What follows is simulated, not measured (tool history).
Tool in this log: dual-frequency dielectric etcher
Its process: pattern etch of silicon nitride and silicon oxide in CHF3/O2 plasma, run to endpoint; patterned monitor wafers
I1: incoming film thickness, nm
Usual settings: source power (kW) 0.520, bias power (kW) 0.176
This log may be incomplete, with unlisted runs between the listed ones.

Run 1, hour 0.0: usual settings but source power (kW) 0.610; I1 323.4. Result: endpoint time (s) 219.0.
Run 2, hour 9.9: usual settings but source power (kW) 0.610; I1 325.4. Result: endpoint time (s) 220.3.
Run 3, hour 22.2: usual settings; I1 321.8. Result: endpoint time (s) 234.9.
Run 4, hour 34.8: usual settings; I1 321.8. Result: endpoint time (s) 233.4.
Run 5, hour 52.1: usual settings; I1 322.4. Result: endpoint time (s) 234.8.
Run 6, hour 66.0: usual settings but bias power (kW) 0.202; I1 322.7. Result: endpoint time (s) 225.7.
Run 7, hour 75.0: usual settings but bias power (kW) 0.202; I1 320.9. Result: endpoint time (s) 226.5.
Run 8, hour 85.8: usual settings but bias power (kW) 0.202; I1 325.4. Result: endpoint time (s) 228.7.
Run 9, hour 92.5: usual settings but source power (kW) 0.590; I1 326.2. Result: endpoint time (s) 227.5.
At hour 119.9: wet clean of the chamber.
At hour 120.0: upper electrode replaced.
Run 10, hour 120.4: usual settings; I1 324.5. Result: endpoint time (s) 227.6.
Run 11, hour 120.7: usual settings but source power (kW) 0.440, bias power (kW) 0.189; I1 323.6. Result: endpoint time (s) 237.5.
At hour 125.0: source power generator calibrated.
Run 12, hour 129.1: usual settings but source power (kW) 0.560, bias power (kW) 0.143; I1 323.7. Result: endpoint time (s) 232.8.
Run 13, hour 140.8: usual settings but source power (kW) 0.640, bias power (kW) 0.216; I1 321.2. Result: endpoint time (s) 196.4.
Run 14, hour 147.8: usual settings but source power (kW) 0.470, bias power (kW) 0.145; I1 324.0. Result: endpoint time (s) 252.1.
At hour 157.8: bias power generator calibrated.
Run 15, hour 158.3: usual settings but source power (kW) 0.490, bias power (kW) 0.220; I1 324.1. Result: endpoint time (s) 219.4.
Run 16, hour 169.7: usual settings but source power (kW) 0.460, bias power (kW) 0.199; I1 321.3. Result: endpoint time (s) 229.1.
Run 17, hour 192.2: usual settings but bias power (kW) 0.202; I1 321.9. Result: endpoint time (s) 218.4.
Run 18, hour 208.2: usual settings but source power (kW) 0.570, bias power (kW) 0.198; I1 325.4. Result: endpoint time (s) 215.5.
Run 19, hour 214.7: usual settings; I1 321.7. Result: endpoint time (s) 230.7.

Below are 5 alternative next runs, each starting from the tool's condition after run 19. Predict each:
Run A, hour 215.2: usual settings but bias power (kW) 0.153; I1 323.1. Result: endpoint time (s) ?.
Run B, hour 215.2: usual settings but source power (kW) 0.600, bias power (kW) 0.164; I1 323.1. Result: endpoint time (s) ?.
Run C, hour 215.2: usual settings but bias power (kW) 0.191; I1 323.1. Result: endpoint time (s) ?.
Run D, hour 215.2: usual settings but source power (kW) 0.410; I1 323.1. Result: endpoint time (s) ?.
Run E, hour 215.2: usual settings but bias power (kW) 0.213; I1 323.1. Result: endpoint time (s) ?.

run  endpoint time (s)
  A              239.6
  B              221.6
  C              225.4
  D              254.7
  E              218.4
What these runs would have given with no unlogged condition in the tool:
run  endpoint time (s)
  A              234.1
  B              216.6
  C              220.3
  D              248.9
  E              213.4

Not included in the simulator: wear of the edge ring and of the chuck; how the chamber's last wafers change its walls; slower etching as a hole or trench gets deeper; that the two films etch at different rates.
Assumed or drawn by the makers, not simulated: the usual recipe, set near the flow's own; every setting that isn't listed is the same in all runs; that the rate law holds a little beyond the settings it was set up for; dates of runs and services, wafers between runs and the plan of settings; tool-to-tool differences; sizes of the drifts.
